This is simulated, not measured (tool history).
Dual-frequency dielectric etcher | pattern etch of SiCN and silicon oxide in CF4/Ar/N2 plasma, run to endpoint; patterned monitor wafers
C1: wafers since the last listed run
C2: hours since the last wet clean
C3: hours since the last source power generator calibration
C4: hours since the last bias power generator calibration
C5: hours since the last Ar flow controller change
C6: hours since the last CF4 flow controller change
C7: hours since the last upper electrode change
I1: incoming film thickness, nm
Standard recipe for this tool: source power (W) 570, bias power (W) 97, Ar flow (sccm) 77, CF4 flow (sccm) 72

run 1 day=0 | source_power_(W)=650 bias_power_(W)=97 Ar_flow_(sccm)=77 CF4_flow_(sccm)=72 | C1=0 C2=499 C3=32.6 C4=2126.4 C5=3975 C6=0.5 C7=2237.7 | I1=10.1 | endpoint_time_(s)=6.4
run 2 day=0.112 | source_power_(W)=650 bias_power_(W)=97 Ar_flow_(sccm)=77 CF4_flow_(sccm)=72 | C1=51 C2=501.7 C3=35.3 C4=2129.1 C5=3977.7 C6=3.2 C7=2240.4 | I1=10.04 | endpoint_time_(s)=6.3
-- day=1.425 upper electrode replaced, of another model than before
-- day=2.042 wet clean of the chamber
run 3 day=2.062 | source_power_(W)=650 bias_power_(W)=97 Ar_flow_(sccm)=77 CF4_flow_(sccm)=72 | C1=152 C2=0.5 C3=82.1 C4=2175.9 C5=4024.5 C6=50 C7=15.3 | I1=10.1 | endpoint_time_(s)=7.1
run 4 day=2.075 | source_power_(W)=570 bias_power_(W)=97 Ar_flow_(sccm)=77 CF4_flow_(sccm)=62 | C1=5 C2=0.8 C3=82.4 C4=2176.2 C5=4024.8 C6=50.3 C7=15.6 | I1=10.01 | endpoint_time_(s)=7.8
run 5 day=2.088 | source_power_(W)=570 bias_power_(W)=97 Ar_flow_(sccm)=77 CF4_flow_(sccm)=62 | C1=5 C2=1.1 C3=82.7 C4=2176.5 C5=4025.1 C6=50.6 C7=15.9 | I1=9.99 | endpoint_time_(s)=7.8
run 6 day=2.104 | source_power_(W)=470 bias_power_(W)=97 Ar_flow_(sccm)=90 CF4_flow_(sccm)=82 | C1=7 C2=1.5 C3=83.1 C4=2176.9 C5=4025.5 C6=51 C7=16.3 | I1=10.03 | endpoint_time_(s)=8.6
run 7 day=2.117 | source_power_(W)=450 bias_power_(W)=118 Ar_flow_(sccm)=77 CF4_flow_(sccm)=82 | C1=5 C2=1.8 C3=83.4 C4=2177.2 C5=4025.8 C6=51.3 C7=16.6 | I1=10.03 | endpoint_time_(s)=7.9
run 8 day=2.279 | source_power_(W)=570 bias_power_(W)=82 Ar_flow_(sccm)=77 CF4_flow_(sccm)=72 | C1=73 C2=5.7 C3=87.3 C4=2181.1 C5=4029.7 C6=55.2 C7=20.5 | I1=9.91 | endpoint_time_(s)=8.1
-- day=2.688 bias power generator calibrated
run 9 day=2.938 | source_power_(W)=570 bias_power_(W)=97 Ar_flow_(sccm)=77 CF4_flow_(sccm)=72 | C1=223 C2=21.5 C3=103.1 C4=6 C5=4045.5 C6=71 C7=36.3 | I1=9.98 | endpoint_time_(s)=7.6
-- day=3.3 Ar flow controller replaced
run 10 day=3.321 | source_power_(W)=650 bias_power_(W)=97 Ar_flow_(sccm)=77 CF4_flow_(sccm)=72 | C1=60 C2=30.7 C3=112.3 C4=15.2 C5=0.5 C6=80.2 C7=45.5 | I1=9.97 | endpoint_time_(s)=7
run 11 day=5.062 | source_power_(W)=570 bias_power_(W)=97 Ar_flow_(sccm)=86 CF4_flow_(sccm)=72 | C1=791 C2=72.5 C3=154.1 C4=57 C5=42.3 C6=122 C7=87.3 | I1=9.93 | endpoint_time_(s)=7.6
run 12 day=5.429 | source_power_(W)=640 bias_power_(W)=76 Ar_flow_(sccm)=72 CF4_flow_(sccm)=61 | C1=166 C2=81.3 C3=162.9 C4=65.8 C5=51.1 C6=130.8 C7=96.1 | I1=10 | endpoint_time_(s)=7.9
run 13 day=6.046 | source_power_(W)=650 bias_power_(W)=87 Ar_flow_(sccm)=95 CF4_flow_(sccm)=72 | C1=280 C2=96.1 C3=177.7 C4=80.6 C5=65.9 C6=145.6 C7=110.9 | I1=10.02 | endpoint_time_(s)=7.7
run 14 day=6.488 | source_power_(W)=570 bias_power_(W)=108 Ar_flow_(sccm)=77 CF4_flow_(sccm)=72 | C1=200 C2=106.7 C3=188.3 C4=91.2 C5=76.5 C6=156.2 C7=121.5 | I1=9.99 | endpoint_time_(s)=7.2
run 15 day=7.042 | source_power_(W)=700 bias_power_(W)=97 Ar_flow_(sccm)=77 CF4_flow_(sccm)=78 | C1=251 C2=120 C3=201.6 C4=104.5 C5=89.8 C6=169.5 C7=134.8 | I1=9.99 | endpoint_time_(s)=6.6
run 16 day=7.458 | source_power_(W)=530 bias_power_(W)=97 Ar_flow_(sccm)=77 CF4_flow_(sccm)=62 | C1=189 C2=130 C3=211.6 C4=114.5 C5=99.8 C6=179.5 C7=144.8 | I1=10.06 | endpoint_time_(s)=8
run 17 day=8.179 | source_power_(W)=620 bias_power_(W)=97 Ar_flow_(sccm)=77 CF4_flow_(sccm)=72 | C1=327 C2=147.3 C3=228.9 C4=131.8 C5=117.1 C6=196.8 C7=162.1 | I1=10.08 | endpoint_time_(s)=7.2
run 18 day=8.708 | source_power_(W)=680 bias_power_(W)=85 Ar_flow_(sccm)=70 CF4_flow_(sccm)=72 | C1=240 C2=160 C3=241.6 C4=144.5 C5=129.8 C6=209.5 C7=174.8 | I1=9.9 | endpoint_time_(s)=7
run 19 day=9.096 | source_power_(W)=500 bias_power_(W)=97 Ar_flow_(sccm)=88 CF4_flow_(sccm)=72 | C1=176 C2=169.3 C3=250.9 C4=153.8 C5=139.1 C6=218.8 C7=184.1 | I1=10.13 | endpoint_time_(s)=8.4
run 20 day=9.746 | source_power_(W)=430 bias_power_(W)=97 Ar_flow_(sccm)=77 CF4_flow_(sccm)=72 | C1=295 C2=184.9 C3=266.5 C4=169.4 C5=154.7 C6=234.4 C7=199.7 | I1=10.02 | endpoint_time_(s)=8.7
run 21 day=10.008 | source_power_(W)=570 bias_power_(W)=97 Ar_flow_(sccm)=77 CF4_flow_(sccm)=72 | C1=119 C2=191.2 C3=272.8 C4=175.7 C5=161 C6=240.7 C7=206 | I1=10.06 | endpoint_time_(s)=7.6
run 22 day=10.392 | source_power_(W)=680 bias_power_(W)=103 Ar_flow_(sccm)=77 CF4_flow_(sccm)=72 | C1=174 C2=200.4 C3=282 C4=184.9 C5=170.2 C6=249.9 C7=215.2 | I1=9.91 | endpoint_time_(s)=6.6
run 23 day=10.746 | source_power_(W)=520 bias_power_(W)=76 Ar_flow_(sccm)=67 CF4_flow_(sccm)=65 | C1=160 C2=208.9 C3=290.5 C4=193.4 C5=178.7 C6=258.4 C7=223.7 | I1=10.06 | endpoint_time_(s)=8.7
run 24 day=11.35 | source_power_(W)=570 bias_power_(W)=97 Ar_flow_(sccm)=77 CF4_flow_(sccm)=72 | C1=274 C2=223.4 C3=305 C4=207.9 C5=193.2 C6=272.9 C7=238.2 | I1=10.03 | endpoint_time_(s)=7.4

What if the next run were any one of these 4? Each begins from the tool's condition after run 24:
run A day=11.367 | source_power_(W)=570 bias_power_(W)=97 Ar_flow_(sccm)=77 CF4_flow_(sccm)=60 | C1=7 C2=223.8 C3=305.4 C4=208.3 C5=193.6 C6=273.3 C7=238.6 | I1=9.95 | endpoint_time_(s)=?
run B day=11.367 | source_power_(W)=490 bias_power_(W)=97 Ar_flow_(sccm)=64 CF4_flow_(sccm)=79 | C1=7 C2=223.8 C3=305.4 C4=208.3 C5=193.6 C6=273.3 C7=238.6 | I1=9.95 | endpoint_time_(s)=?
run C day=11.367 | source_power_(W)=570 bias_power_(W)=110 Ar_flow_(sccm)=68 CF4_flow_(sccm)=72 | C1=7 C2=223.8 C3=305.4 C4=208.3 C5=193.6 C6=273.3 C7=238.6 | I1=9.95 | endpoint_time_(s)=?
run D day=11.367 | source_power_(W)=570 bias_power_(W)=97 Ar_flow_(sccm)=77 CF4_flow_(sccm)=85 | C1=7 C2=223.8 C3=305.4 C4=208.3 C5=193.6 C6=273.3 C7=238.6 | I1=9.95 | endpoint_time_(s)=?

run=A endpoint_time_(s)=7.6
run=B endpoint_time_(s)=7.8
run=C endpoint_time_(s)=6.9
run=D endpoint_time_(s)=7.3
Had the tool no hidden state, the same runs would have come out as:
run=A endpoint_time_(s)=7.7
run=B endpoint_time_(s)=7.9
run=C endpoint_time_(s)=7
run=D endpoint_time_(s)=7.5
